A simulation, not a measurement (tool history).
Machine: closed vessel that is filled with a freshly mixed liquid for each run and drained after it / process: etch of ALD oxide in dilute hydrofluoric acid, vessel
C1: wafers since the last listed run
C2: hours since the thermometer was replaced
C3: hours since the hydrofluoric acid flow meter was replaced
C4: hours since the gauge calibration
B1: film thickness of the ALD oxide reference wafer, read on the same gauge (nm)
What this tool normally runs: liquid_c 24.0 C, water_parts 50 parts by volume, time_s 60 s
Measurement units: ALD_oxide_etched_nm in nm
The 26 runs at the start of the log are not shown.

Run 27, hour 323.3: usual settings but water_parts 55 parts by volume; C1 736; C2 209.2; C3 189.4; C4 110.3; B1 29.98. Result: ALD_oxide_etched_nm 16.61 nm.
Run 28, hour 333.9: usual settings; C1 952; C2 219.8; C3 200.0; C4 120.9; B1 30.00. Result: ALD_oxide_etched_nm 18.27 nm.
Run 29, hour 349.2: usual settings but liquid_c 25.5 C, water_parts 65 parts by volume; C1 1374; C2 235.1; C3 215.3; C4 136.2; B1 30.00. Result: ALD_oxide_etched_nm 14.97 nm.
Run 30, hour 355.7: usual settings but liquid_c 22.0 C, time_s 45 s; C1 583; C2 241.6; C3 221.8; C4 142.7; B1 29.99. Result: ALD_oxide_etched_nm 12.68 nm.
Run 31, hour 372.4: usual settings but liquid_c 25.5 C, water_parts 65 parts by volume, time_s 35 s; C1 1499; C2 258.3; C3 238.5; C4 159.4; B1 29.96. Result: ALD_oxide_etched_nm 8.71 nm.
Run 32, hour 390.0: usual settings but liquid_c 28.5 C, water_parts 25 parts by volume, time_s 85 s; C1 1580; C2 275.9; C3 256.1; C4 177.0; B1 29.97. Result: ALD_oxide_etched_nm 65.55 nm.
Run 33, hour 406.9: usual settings but time_s 85 s; C1 1517; C2 292.8; C3 273.0; C4 193.9; B1 30.00. Result: ALD_oxide_etched_nm 26.28 nm.
Run 34, hour 417.0: usual settings but liquid_c 22.0 C, water_parts 30 parts by volume, time_s 75 s; C1 907; C2 302.9; C3 283.1; C4 204.0; B1 29.99. Result: ALD_oxide_etched_nm 36.29 nm.

Each row is a separate what-if for the run after 34, all from the same tool condition, not one after another. Results?
Run A, hour 417.7: usual settings but water_parts 70 parts by volume; C1 62; C2 303.6; C3 283.8; C4 204.7; B1 ?. Result: ALD_oxide_etched_nm ?.
Run B, hour 417.7: usual settings but liquid_c 25.5 C, time_s 35 s; C1 62; C2 303.6; C3 283.8; C4 204.7; B1 ?. Result: ALD_oxide_etched_nm ?.
Run C, hour 417.7: usual settings but liquid_c 28.0 C, water_parts 35 parts by volume, time_s 90 s; C1 62; C2 303.6; C3 283.8; C4 204.7; B1 ?. Result: ALD_oxide_etched_nm ?.
Run D, hour 417.7: usual settings but time_s 40 s; C1 62; C2 303.6; C3 283.8; C4 204.7; B1 ?. Result: ALD_oxide_etched_nm ?.
Run E, hour 417.7: usual settings but liquid_c 26.5 C, time_s 90 s; C1 62; C2 303.6; C3 283.8; C4 204.7; B1 ?. Result: ALD_oxide_etched_nm ?.

run     B1  ALD_oxide_etched_nm
  A  29.99                12.99
  B  29.99                11.57
  C  29.99                48.02
  D  29.99                12.43
  E  29.99                30.98
The same runs, with their run-to-run variation unchanged, on a tool lacking any hidden condition would have given:
run  ALD_oxide_etched_nm
  A                12.37
  B                11.03
  C                45.80
  D                11.85
  E                29.53

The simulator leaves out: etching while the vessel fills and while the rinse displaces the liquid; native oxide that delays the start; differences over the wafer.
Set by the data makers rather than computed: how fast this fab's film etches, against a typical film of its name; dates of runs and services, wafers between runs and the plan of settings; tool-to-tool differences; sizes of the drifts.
